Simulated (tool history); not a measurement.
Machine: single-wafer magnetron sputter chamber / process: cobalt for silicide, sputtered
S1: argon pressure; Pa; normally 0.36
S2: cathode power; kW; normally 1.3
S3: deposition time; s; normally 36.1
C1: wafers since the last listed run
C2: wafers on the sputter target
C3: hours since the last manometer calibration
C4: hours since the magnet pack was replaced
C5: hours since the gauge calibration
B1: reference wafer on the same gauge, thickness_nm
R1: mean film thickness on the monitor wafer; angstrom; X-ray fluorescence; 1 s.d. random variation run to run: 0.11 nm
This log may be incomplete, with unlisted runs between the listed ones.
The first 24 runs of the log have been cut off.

-- hour=642.1 sputter target and shields replaced
run 25 hour=647.7 | S1=0.225 S2=1.3 S3=36.1 | C1=481 C2=170 C3=410.9 C4=508.6 C5=236.4 | B1=19.707 | R1=240.87
run 26 hour=677.4 | S1=0.36 S2=1.3 S3=36.1 | C1=904 C2=1074 C3=440.6 C4=538.3 C5=266.1 | B1=19.663 | R1=233.41
run 27 hour=689.9 | S1=0.36 S2=1.3 S3=36.1 | C1=380 C2=1455 C3=453.1 C4=550.8 C5=278.6 | B1=19.682 | R1=233.96
run 28 hour=705.6 | S1=0.36 S2=1.4 S3=36.1 | C1=478 C2=1934 C3=468.8 C4=566.5 C5=294.3 | B1=19.715 | R1=250.5
run 29 hour=719.8 | S1=0.36 S2=1.3 S3=32.7 | C1=432 C2=2366 C3=483 C4=580.7 C5=308.5 | B1=19.679 | R1=211.33
run 30 hour=749.5 | S1=0.404 S2=1.4 S3=38.9 | C1=904 C2=3271 C3=512.7 C4=610.4 C5=338.2 | B1=19.684 | R1=264.39
run 31 hour=782.1 | S1=0.407 S2=1.3 S3=38.7 | C1=993 C2=4264 C3=545.3 C4=643 C5=370.8 | B1=19.692 | R1=244.28
run 32 hour=806.5 | S1=0.437 S2=1.3 S3=36.1 | C1=743 C2=5007 C3=569.7 C4=667.4 C5=395.2 | B1=19.701 | R1=227.13
run 33 hour=824.1 | S1=0.36 S2=1.15 S3=31.4 | C1=536 C2=5543 C3=587.3 C4=685 C5=412.8 | B1=19.72 | R1=177.65
run 34 hour=850.4 | S1=0.239 S2=1.55 S3=36.1 | C1=801 C2=6344 C3=613.6 C4=711.3 C5=439.1 | B1=19.666 | R1=274.38

Each row is a separate what-if for the run after 34, all from the same tool condition, not one after another. Results?
run A hour=850.8 | S1=0.36 S2=1.3 S3=41.6 | C1=12 C2=6357 C3=614 C4=711.7 C5=439.5 | B1=? | R1=?
run B hour=850.8 | S1=0.471 S2=1.3 S3=39.8 | C1=12 C2=6357 C3=614 C4=711.7 C5=439.5 | B1=? | R1=?
run C hour=850.8 | S1=0.429 S2=1.5 S3=36.1 | C1=12 C2=6357 C3=614 C4=711.7 C5=439.5 | B1=? | R1=?
run D hour=850.8 | S1=0.461 S2=1 S3=42.7 | C1=12 C2=6357 C3=614 C4=711.7 C5=439.5 | B1=? | R1=?
run E hour=850.8 | S1=0.274 S2=1.3 S3=36.1 | C1=12 C2=6357 C3=614 C4=711.7 C5=439.5 | B1=? | R1=?

run=A B1=19.737 R1=265.02
run=B B1=19.737 R1=246.89
run=C B1=19.737 R1=255.91
run=D B1=19.737 R1=213.2
run=E B1=19.737 R1=234.82
The same runs, with their run-to-run variation unchanged, on a tool lacking any hidden condition would have given:
run=A R1=273.3
run=B R1=254.6
run=C R1=263.91
run=D R1=219.86
run=E R1=242.15

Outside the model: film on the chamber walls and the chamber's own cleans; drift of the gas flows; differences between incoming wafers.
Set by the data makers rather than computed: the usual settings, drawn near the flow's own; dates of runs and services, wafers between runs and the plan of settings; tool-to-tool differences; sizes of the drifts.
